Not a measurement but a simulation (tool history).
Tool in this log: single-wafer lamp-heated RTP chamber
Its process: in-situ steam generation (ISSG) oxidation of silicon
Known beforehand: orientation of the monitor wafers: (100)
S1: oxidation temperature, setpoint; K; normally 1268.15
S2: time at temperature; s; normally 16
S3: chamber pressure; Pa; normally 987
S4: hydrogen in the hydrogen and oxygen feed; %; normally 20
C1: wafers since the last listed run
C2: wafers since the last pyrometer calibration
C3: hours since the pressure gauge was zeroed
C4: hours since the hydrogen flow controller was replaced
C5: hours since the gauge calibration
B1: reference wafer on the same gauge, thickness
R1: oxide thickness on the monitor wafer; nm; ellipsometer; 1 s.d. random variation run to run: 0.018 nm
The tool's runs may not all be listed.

run	hour	S1	S2	S3	S4	C1	C2	C3	C4	C5	B1	R1
1	0	1268.15	16	987	15	0	6428	3257.4	5416.7	98.6	5.288	4.307
2	27.2	1268.15	16	987	15	312	6740	3284.6	5443.9	125.8	5.293	4.302
3	52.4	1268.15	16	987	15	289	7030	3309.8	5469.1	151	5.295	4.344
4	80.9	1268.15	16	987	26	327	7357	3338.3	5497.6	179.5	5.29	4.94
5	102.2	1268.15	13	987	20	244	7602	3359.6	5518.9	200.8	5.287	4.21
6	134.4	1268.15	13	987	20	369	7972	3391.8	5551.1	233	5.293	4.201
7	168.3	1268.15	16	987	20	389	8361	3425.7	5585	266.9	5.292	4.592
# hour 196.9: hydrogen flow controller replaced
8	203	1268.15	16	987	20	306	8668	3460.4	6.1	301.6	5.293	4.624
9	238.5	1268.15	16	987	20	407	9075	3495.9	41.6	337.1	5.286	4.641
# hour 259.1: gauge calibrated
# hour 260.6: pressure gauge zeroed
10	267.1	1268.15	21	987	20	236	9312	6.5	70.2	8	5.29	5.26

Run 11 comes next. What will it give?
11	295.1	1268.15	16	987	20	321	9633	34.5	98.2	36	?	?

B1: 5.286
R1: 4.604 nm
Minus the tool's unlogged condition, the same run would have read R1 4.416 nm.
